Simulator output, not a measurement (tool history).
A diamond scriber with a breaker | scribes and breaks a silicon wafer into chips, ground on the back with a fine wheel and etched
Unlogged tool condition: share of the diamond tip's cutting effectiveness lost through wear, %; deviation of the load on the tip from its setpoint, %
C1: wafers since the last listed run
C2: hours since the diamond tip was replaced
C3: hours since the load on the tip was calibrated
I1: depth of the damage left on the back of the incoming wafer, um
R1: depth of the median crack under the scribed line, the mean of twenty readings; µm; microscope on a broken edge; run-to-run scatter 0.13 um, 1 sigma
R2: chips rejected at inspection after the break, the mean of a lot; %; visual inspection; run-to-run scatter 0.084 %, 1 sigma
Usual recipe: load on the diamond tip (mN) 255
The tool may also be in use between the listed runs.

{"run": 1, "hour": 0.0, "load on the diamond tip (mN)": 255, "C1": 0, "C2": 97.2, "C3": 508, "I1": 0.44, "R1": 12.38, "R2": 1.65}
{"run": 2, "hour": 103.7, "load on the diamond tip (mN)": 255, "C1": 139, "C2": 200.9, "C3": 611.7, "I1": 0.76, "R1": 12.29, "R2": 1.7}
{"run": 3, "hour": 148.8, "load on the diamond tip (mN)": 255, "C1": 60, "C2": 246, "C3": 656.8, "I1": 0.62, "R1": 12.28, "R2": 1.71}
{"run": 4, "hour": 218.3, "load on the diamond tip (mN)": 285, "C1": 93, "C2": 315.5, "C3": 726.3, "I1": 0.71, "R1": 13.88, "R2": 4.06}
{"run": 5, "hour": 320.5, "load on the diamond tip (mN)": 285, "C1": 137, "C2": 417.7, "C3": 828.5, "I1": 0.42, "R1": 13.81, "R2": 4.27}
{"run": 6, "hour": 379.8, "load on the diamond tip (mN)": 285, "C1": 79, "C2": 477, "C3": 887.8, "I1": 0.41, "R1": 13.93, "R2": 3.83}
{"run": 7, "hour": 425.4, "load on the diamond tip (mN)": 255, "C1": 61, "C2": 522.6, "C3": 933.4, "I1": 0.53, "R1": 11.95, "R2": 1.67}
{"run": 8, "hour": 502.7, "load on the diamond tip (mN)": 255, "C1": 104, "C2": 599.9, "C3": 1010.7, "I1": 0.47, "R1": 12.19, "R2": 1.75}
{"run": 9, "hour": 543.0, "load on the diamond tip (mN)": 290, "C1": 54, "C2": 640.2, "C3": 1051, "I1": 0.46, "R1": 13.94, "R2": 5.34}
{"run": 10, "hour": 580.6, "load on the diamond tip (mN)": 255, "C1": 50, "C2": 677.8, "C3": 1088.6, "I1": 0.56, "R1": 12.27, "R2": 1.6}
{"hour": 634.7, "done": "load on the tip recalibrated"}
{"hour": 679.1, "done": "diamond tip replaced by a new one"}
{"run": 11, "hour": 682.8, "load on the diamond tip (mN)": 285, "C1": 132, "C2": 3.7, "C3": 48.1, "I1": 0.69, "R1": 13.96, "R2": 4.18}
{"run": 12, "hour": 788.7, "load on the diamond tip (mN)": 302, "C1": 142, "C2": 109.6, "C3": 154, "I1": 0.61, "R1": 14.57, "R2": 7.1}
{"run": 13, "hour": 884.7, "load on the diamond tip (mN)": 308, "C1": 129, "C2": 205.6, "C3": 250, "I1": 0.67, "R1": 14.69, "R2": 8.96}
{"run": 14, "hour": 1106.0, "load on the diamond tip (mN)": 284, "C1": 298, "C2": 426.9, "C3": 471.3, "I1": 0.74, "R1": 13.93, "R2": 3.95}
{"run": 15, "hour": 1366.7, "load on the diamond tip (mN)": 276, "C1": 351, "C2": 687.6, "C3": 732, "I1": 0.32, "R1": 13.42, "R2": 2.81}
{"run": 16, "hour": 1410.5, "load on the diamond tip (mN)": 255, "C1": 59, "C2": 731.4, "C3": 775.8, "I1": 0.78, "R1": 12.17, "R2": 1.68}

Run 17 comes next. What will it give?
{"run": 17, "hour": 1452.5, "load on the diamond tip (mN)": 282, "C1": 56, "C2": 773.4, "C3": 817.8, "I1": 0.48, "R1": "?", "R2": "?"}

Run 17 produced R1 13.49 µm, R2 3.59 %.
Were there no unlogged condition in the tool, this run, its random variation unchanged, would have produced R1 13.49 µm, R2 3.59 %.
